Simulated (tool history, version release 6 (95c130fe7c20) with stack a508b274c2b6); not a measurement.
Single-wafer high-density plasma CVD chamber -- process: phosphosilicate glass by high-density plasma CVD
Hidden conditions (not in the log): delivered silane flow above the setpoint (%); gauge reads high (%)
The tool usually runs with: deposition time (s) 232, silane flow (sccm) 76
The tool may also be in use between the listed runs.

run   hour  deposition time (s)  silane flow (sccm)  wafers since the last listed run  hours since the silane flow controller was replaced  hours since the gauge calibration  read-back reference wafer on the same gauge, thickness_nm  mean film thickness on the monitor wafer (nm)
  1    0.0                  232                  76                                 0                                               2117.7                              156.2                                                   1826.320                                       1854.531
  2   32.6                  232                  76                               283                                               2150.3                              188.8                                                   1828.245                                       1838.883
  3   50.8                  232                  76                               158                                               2168.5                              207.0                                                   1829.198                                       1850.834
  4   71.2                  232                  70                               177                                               2188.9                              227.4                                                   1831.313                                       1706.343
  5  103.3                  232                  70                               279                                               2221.0                              259.5                                                   1832.244                                       1700.399
  6  122.4                  232                  76                               166                                               2240.1                              278.6                                                   1831.023                                       1842.773
  7  142.2                  232                  76                               172                                               2259.9                              298.4                                                   1831.304                                       1852.946
  8  173.8                  232                  76                               274                                               2291.5                              330.0                                                   1835.796                                       1846.871
  9  192.4                  232                  80                               161                                               2310.1                              348.6                                                   1836.028                                       1939.052
 10  206.3                  232                  80                               120                                               2324.0                              362.5                                                   1838.013                                       1955.728
 11  231.7                  232                  80                               220                                               2349.4                              387.9                                                   1838.646                                       1952.101
     243.2  -- silane flow controller replaced
 12  246.1                  232                  87                                55                                                  2.9                              402.3                                                   1838.420                                       2124.084
 13  338.2                  232                  76                               801                                                 95.0                              494.4                                                   1847.323                                       1858.599
 14  367.4                  270                  80                               254                                                124.2                              523.6                                                   1850.184                                       2283.427
 15  405.3                  232                  76                               329                                                162.1                              561.5                                                   1852.785                                       1875.559
 16  427.9                  232                  86                               196                                                184.7                              584.1                                                   1857.837                                       2120.318
 17  457.8                  232                  76                               260                                                214.6                              614.0                                                   1860.927                                       1875.739
     474.8  -- gauge calibrated
 18  477.9                  232                  64                               174                                                234.7                                3.1                                                   1823.134                                       1542.656
 19  546.1                  232                  76                               593                                                302.9                               71.3                                                   1824.114                                       1851.410
 20  558.3                  259                  76                               106                                                315.1                               83.5                                                   1823.217                                       2058.201
 21  594.1                  213                  76                               311                                                350.9                              119.3                                                   1823.444                                       1685.456
 22  612.7                  246                  86                               161                                                369.5                              137.9                                                   1824.655                                       2200.137
 23  635.9                  250                  76                               201                                                392.7                              161.1                                                   1825.793                                       1969.121
 24  663.8                  187                  86                               242                                                420.6                              189.0                                                   1826.269                                       1671.173

What if the next run were any one of these 4? Each begins from the tool's condition after run 24:
  A  664.3                  263                  76                                 4                                                421.1                              189.5                                                          ?                                              ?
  B  664.3                  261                  84                                 4                                                421.1                              189.5                                                          ?                                              ?
  C  664.3                  201                  91                                 4                                                421.1                              189.5                                                          ?                                              ?
  D  664.3                  232                  82                                 4                                                421.1                              189.5                                                          ?                                              ?

run  read-back reference wafer on the same gauge, thickness_nm  mean film thickness on the monitor wafer (nm)
  A                                                   1825.511                                       2084.295
  B                                                   1825.511                                       2286.176
  C                                                   1825.511                                       1907.337
  D                                                   1825.511                                       1983.772
Without the tool's hidden state the same runs would have given:
run  mean film thickness on the monitor wafer (nm)
  A                                       2077.161
  B                                       2278.351
  C                                       1900.808
  D                                       1976.982
